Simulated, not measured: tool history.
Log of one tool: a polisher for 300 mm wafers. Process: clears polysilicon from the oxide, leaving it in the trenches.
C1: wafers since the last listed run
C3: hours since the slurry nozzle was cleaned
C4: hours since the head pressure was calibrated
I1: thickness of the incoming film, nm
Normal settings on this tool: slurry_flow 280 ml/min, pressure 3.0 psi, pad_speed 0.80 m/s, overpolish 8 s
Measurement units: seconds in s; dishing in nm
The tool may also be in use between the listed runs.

Run 1, hour 0.0: usual settings but slurry_flow 335 ml/min; C1 0; wafers polished on this pad 2571; C3 648.2; C4 944.5; I1 710.9. Result: seconds 53.3 s, dishing 44.2 nm.
Run 2, hour 32.6: usual settings but slurry_flow 335 ml/min; C1 468; wafers polished on this pad 3039; C3 680.8; C4 977.1; I1 714.8. Result: seconds 53.2 s, dishing 43.8 nm.
At hour 52.8: worn pad replaced by a new one.
Run 3, hour 53.8: usual settings but slurry_flow 335 ml/min; C1 247; wafers polished on this pad 14; C3 702.0; C4 998.3; I1 704.7. Result: seconds 47.6 s, dishing 45.8 nm.
Run 4, hour 90.2: usual settings; C1 522; wafers polished on this pad 537; C3 738.4; C4 1034.7; I1 695.3. Result: seconds 47.9 s, dishing 45.1 nm.
Run 5, hour 121.5: usual settings; C1 449; wafers polished on this pad 986; C3 769.7; C4 1066.0; I1 725.9. Result: seconds 52.1 s, dishing 45.2 nm.
Run 6, hour 144.9: usual settings; C1 336; wafers polished on this pad 1323; C3 793.1; C4 1089.4; I1 701.4. Result: seconds 51.4 s, dishing 44.9 nm.
Run 7, hour 158.7: usual settings; C1 198; wafers polished on this pad 1521; C3 806.9; C4 1103.2; I1 715.2. Result: seconds 52.1 s, dishing 45.3 nm.
Run 8, hour 190.8: usual settings; C1 461; wafers polished on this pad 1982; C3 839.0; C4 1135.3; I1 702.7. Result: seconds 51.3 s, dishing 44.1 nm.
Run 9, hour 221.7: usual settings; C1 443; wafers polished on this pad 2426; C3 869.9; C4 1166.2; I1 707.5. Result: seconds 53.4 s, dishing 44.0 nm.
At hour 236.3: worn pad replaced by a new one.
At hour 244.6: head pressure recalibrated.
Run 10, hour 245.1: usual settings; C1 249; wafers polished on this pad 97; C3 893.3; C4 0.5; I1 718.9. Result: seconds 49.4 s, dishing 45.6 nm.
At hour 251.5: slurry nozzle cleaned.
Run 11, hour 258.0: usual settings; C1 170; wafers polished on this pad 268; C3 6.5; C4 13.4; I1 706.0. Result: seconds 49.4 s, dishing 45.3 nm.
Run 12, hour 289.9: usual settings; C1 458; wafers polished on this pad 726; C3 38.4; C4 45.3; I1 720.4. Result: seconds 49.4 s, dishing 46.0 nm.
Run 13, hour 321.0: usual settings but pad_speed 0.72 m/s; C1 446; wafers polished on this pad 1173; C3 69.5; C4 76.4; I1 708.0. Result: seconds 56.9 s, dishing 43.4 nm.
Run 14, hour 343.1: usual settings but slurry_flow 320 ml/min, pressure 2.6 psi; C1 317; wafers polished on this pad 1490; C3 91.6; C4 98.5; I1 719.9. Result: seconds 58.8 s, dishing 42.6 nm.
Run 15, hour 368.0: usual settings but overpolish 13 s; C1 357; wafers polished on this pad 1848; C3 116.5; C4 123.4; I1 711.0. Result: seconds 51.8 s, dishing 49.0 nm.
Run 16, hour 382.1: usual settings but pressure 3.8 psi; C1 202; wafers polished on this pad 2051; C3 130.6; C4 137.5; I1 712.9. Result: seconds 42.7 s, dishing 46.3 nm.
Run 17, hour 398.0: usual settings but overpolish 12 s; C1 228; wafers polished on this pad 2279; C3 146.5; C4 153.4; I1 697.6. Result: seconds 51.5 s, dishing 48.4 nm.
Run 18, hour 417.4: usual settings but slurry_flow 340 ml/min, overpolish 4 s; C1 278; wafers polished on this pad 2558; C3 165.9; C4 172.8; I1 706.4. Result: seconds 52.5 s, dishing 32.8 nm.
At hour 430.5: worn pad replaced by a new one.
Run 19, hour 491.6: usual settings but slurry_flow 330 ml/min, pad_speed 0.94 m/s, overpolish 10 s; C1 1008; wafers polished on this pad 876; C3 240.1; C4 247.0; I1 706.3. Result: seconds 42.2 s, dishing 48.4 nm.
Run 20, hour 511.6: usual settings but pressure 3.6 psi, overpolish 10 s; C1 287; wafers polished on this pad 1164; C3 260.1; C4 267.0; I1 718.4. Result: seconds 41.9 s, dishing 48.5 nm.
Run 21, hour 537.9: usual settings but pad_speed 0.68 m/s; C1 377; wafers polished on this pad 1541; C3 286.4; C4 293.3; I1 716.1. Result: seconds 61.5 s, dishing 43.7 nm.
Run 22, hour 554.6: usual settings but pressure 3.6 psi, overpolish 10 s; C1 239; wafers polished on this pad 1781; C3 303.1; C4 310.0; I1 713.6. Result: seconds 44.8 s, dishing 49.0 nm.
Run 23, hour 611.2: usual settings; C1 813; wafers polished on this pad 2594; C3 359.7; C4 366.6; I1 697.5. Result: seconds 53.3 s, dishing 44.4 nm.
Run 24, hour 628.6: usual settings; C1 249; wafers polished on this pad 2844; C3 377.1; C4 384.0; I1 697.8. Result: seconds 53.4 s, dishing 45.0 nm.
Run 25, hour 654.5: usual settings but slurry_flow 335 ml/min, overpolish 6 s; C1 372; wafers polished on this pad 3216; C3 403.0; C4 409.9; I1 718.4. Result: seconds 53.4 s, dishing 38.7 nm.
At hour 674.2: worn pad replaced by a new one.
Run 26, hour 679.8: usual settings; C1 305; wafers polished on this pad 81; C3 428.3; C4 435.2; I1 698.6. Result: seconds 47.0 s, dishing 45.6 nm.
Run 27, hour 712.9: usual settings but pad_speed 0.90 m/s; C1 475; wafers polished on this pad 556; C3 461.4; C4 468.3; I1 710.6. Result: seconds 43.1 s, dishing 46.4 nm.
Run 28, hour 727.9: usual settings but pressure 3.3 psi; C1 215; wafers polished on this pad 771; C3 476.4; C4 483.3; I1 717.8. Result: seconds 47.3 s, dishing 46.0 nm.
Run 29, hour 754.4: usual settings but slurry_flow 230 ml/min, pad_speed 1.04 m/s; C1 380; wafers polished on this pad 1152; C3 502.9; C4 509.8; I1 699.7. Result: seconds 39.2 s, dishing 47.8 nm.
Run 30, hour 770.9: usual settings but slurry_flow 245 ml/min, pressure 3.5 psi, pad_speed 0.62 m/s, overpolish 3 s; C1 237; wafers polished on this pad 1389; C3 519.4; C4 526.3; I1 716.9. Result: seconds 57.9 s, dishing 25.6 nm.
Run 31, hour 785.4: usual settings but slurry_flow 215 ml/min, pressure 2.5 psi, pad_speed 0.68 m/s, overpolish 10 s; C1 208; wafers polished on this pad 1597; C3 533.9; C4 540.8; I1 709.3. Result: seconds 73.9 s, dishing 41.8 nm.
Run 32, hour 807.5: usual settings but slurry_flow 355 ml/min, pad_speed 0.94 m/s; C1 317; wafers polished on this pad 1915; C3 556.0; C4 562.9; I1 714.0. Result: seconds 42.2 s, dishing 47.3 nm.
Run 33, hour 836.7: usual settings but slurry_flow 370 ml/min, pad_speed 0.68 m/s; C1 419; wafers polished on this pad 2334; C3 585.2; C4 592.1; I1 715.0. Result: seconds 61.5 s, dishing 42.2 nm.
Run 34, hour 852.8: usual settings but pressure 3.7 psi; C1 231; wafers polished on this pad 2566; C3 601.3; C4 608.2; I1 716.2. Result: seconds 43.3 s, dishing 46.5 nm.

For each entry between runs, how does the tool's hidden state at the last listed run before it compare with that at the first listed run after it?
Runs 2 to 3: worn pad replaced by a new one (hour 52.8)
  removal rate lost through wear of the pad, %: 11.8 -> 0.664
  the result without the hidden state subtracted from the measured one, seconds: +6.2 -> +0.3 s; dishing: -1.4 -> -0.1 nm
Runs 9 to 10: worn pad replaced by a new one (hour 236.3); head pressure recalibrated (hour 244.6)
  removal rate lost through wear of the pad, %: 9.81 -> 1.35
  the result without the hidden state subtracted from the measured one, seconds: +5.3 -> +0.6 s; dishing: -1.3 -> -0.2 nm
Runs 10 to 11: slurry nozzle cleaned (hour 251.5)
  removal rate lost through wear of the pad, %: 1.35 -> 2.05
  the result without the hidden state subtracted from the measured one, seconds: +0.6 -> +1.0 s; dishing: -0.2 -> -0.2 nm
Runs 18 to 19: worn pad replaced by a new one (hour 430.5)
  removal rate lost through wear of the pad, %: 10.7 -> 3.98
  the result without the hidden state subtracted from the measured one, seconds: +5.6 -> +1.6 s; dishing: -2.0 -> -0.2 nm
Runs 25 to 26: worn pad replaced by a new one (hour 674.2)
  removal rate lost through wear of the pad, %: 12.9 -> 0.405
  the result without the hidden state subtracted from the measured one, seconds: +6.9 -> +0.2 s; dishing: -2.1 -> +0.0 nm
